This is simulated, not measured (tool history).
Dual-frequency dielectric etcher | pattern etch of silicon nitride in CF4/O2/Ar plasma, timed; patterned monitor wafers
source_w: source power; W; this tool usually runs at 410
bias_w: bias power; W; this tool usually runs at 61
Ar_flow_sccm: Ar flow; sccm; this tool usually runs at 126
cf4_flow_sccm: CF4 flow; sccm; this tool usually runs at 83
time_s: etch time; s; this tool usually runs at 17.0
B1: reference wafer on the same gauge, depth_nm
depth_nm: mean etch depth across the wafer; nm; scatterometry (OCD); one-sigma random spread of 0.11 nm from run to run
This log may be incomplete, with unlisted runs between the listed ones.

run 1 hour=0.0 | source_w=470 bias_w=76 Ar_flow_sccm=156 cf4_flow_sccm=83 time_s=19.5 | B1=29.38 | depth_nm=38.19
run 2 hour=5.4 | source_w=410 bias_w=50 Ar_flow_sccm=126 cf4_flow_sccm=83 time_s=17.0 | B1=29.36 | depth_nm=26.17
-- hour=33.7 upper electrode replaced
run 3 hour=34.2 | source_w=410 bias_w=50 Ar_flow_sccm=126 cf4_flow_sccm=94 time_s=17.0 | B1=29.41 | depth_nm=26.66
run 4 hour=34.6 | source_w=410 bias_w=56 Ar_flow_sccm=126 cf4_flow_sccm=83 time_s=17.0 | B1=29.35 | depth_nm=27.21
-- hour=45.4 CF4 flow controller replaced
run 5 hour=45.9 | source_w=410 bias_w=66 Ar_flow_sccm=126 cf4_flow_sccm=83 time_s=17.0 | B1=29.46 | depth_nm=28.85
run 6 hour=50.3 | source_w=410 bias_w=61 Ar_flow_sccm=126 cf4_flow_sccm=83 time_s=17.0 | B1=29.42 | depth_nm=27.81
run 7 hour=68.1 | source_w=490 bias_w=61 Ar_flow_sccm=143 cf4_flow_sccm=76 time_s=17.0 | B1=29.45 | depth_nm=31.17
run 8 hour=82.4 | source_w=490 bias_w=61 Ar_flow_sccm=98 cf4_flow_sccm=77 time_s=17.0 | B1=29.40 | depth_nm=32.34
run 9 hour=96.1 | source_w=410 bias_w=49 Ar_flow_sccm=111 cf4_flow_sccm=73 time_s=17.0 | B1=29.39 | depth_nm=25.52
run 10 hour=106.4 | source_w=410 bias_w=65 Ar_flow_sccm=126 cf4_flow_sccm=83 time_s=17.0 | B1=29.39 | depth_nm=28.37
run 11 hour=116.1 | source_w=320 bias_w=53 Ar_flow_sccm=126 cf4_flow_sccm=83 time_s=13.0 | B1=29.44 | depth_nm=16.74
run 12 hour=130.2 | source_w=410 bias_w=61 Ar_flow_sccm=102 cf4_flow_sccm=83 time_s=17.0 | B1=29.41 | depth_nm=28.25
run 13 hour=146.1 | source_w=410 bias_w=61 Ar_flow_sccm=126 cf4_flow_sccm=100 time_s=17.0 | B1=29.38 | depth_nm=28.39
run 14 hour=164.0 | source_w=410 bias_w=61 Ar_flow_sccm=126 cf4_flow_sccm=65 time_s=17.0 | B1=29.39 | depth_nm=26.94
run 15 hour=181.9 | source_w=410 bias_w=75 Ar_flow_sccm=108 cf4_flow_sccm=97 time_s=17.0 | B1=29.41 | depth_nm=30.64
run 16 hour=197.8 | source_w=410 bias_w=61 Ar_flow_sccm=126 cf4_flow_sccm=83 time_s=22.0 | B1=29.40 | depth_nm=35.61
run 17 hour=211.6 | source_w=380 bias_w=61 Ar_flow_sccm=126 cf4_flow_sccm=83 time_s=17.0 | B1=29.41 | depth_nm=25.93
run 18 hour=227.3 | source_w=410 bias_w=61 Ar_flow_sccm=126 cf4_flow_sccm=83 time_s=17.0 | B1=29.41 | depth_nm=27.52
run 19 hour=238.4 | source_w=410 bias_w=72 Ar_flow_sccm=126 cf4_flow_sccm=83 time_s=17.0 | B1=29.42 | depth_nm=29.13
run 20 hour=255.8 | source_w=410 bias_w=61 Ar_flow_sccm=126 cf4_flow_sccm=83 time_s=17.0 | B1=29.41 | depth_nm=27.43

Selected run-to-run steps in depth_nm, each split into two signed amounts: the part the tool would show with no hidden state at all (from settings, incoming material and random variation), and the remainder, which goes to the hidden state together with any gauge scatter not common to the measured and the hidden-state-free results:
Unlogged tool condition in this case: etch rate over this chamber's usual, %; source power that arrives over what is set, %; bias power that arrives over what is set, %; Ar flow that arrives over what is set, %; CF4 flow that arrives over what is set, %; gauge reads high (%).
Run 1 -> 2: source_w 470 -> 410, bias_w 76 -> 50, Ar_flow_sccm 156 -> 126, time_s 19.5 -> 17.0. depth_nm -12.02 nm: hidden state +0.06, all else -12.08.
Run 10 -> 11: source_w 410 -> 320, bias_w 65 -> 53, time_s 17.0 -> 13.0. depth_nm -11.63 nm: hidden state +0.17, all else -11.80.
Run 11 -> 12: source_w 320 -> 410, bias_w 53 -> 61, Ar_flow_sccm 126 -> 102, time_s 13.0 -> 17.0. depth_nm +11.51 nm: hidden state -0.23, all else +11.74.
Run 16 -> 17: source_w 410 -> 380, time_s 22.0 -> 17.0. depth_nm -9.68 nm: hidden state +0.19, all else -9.87.
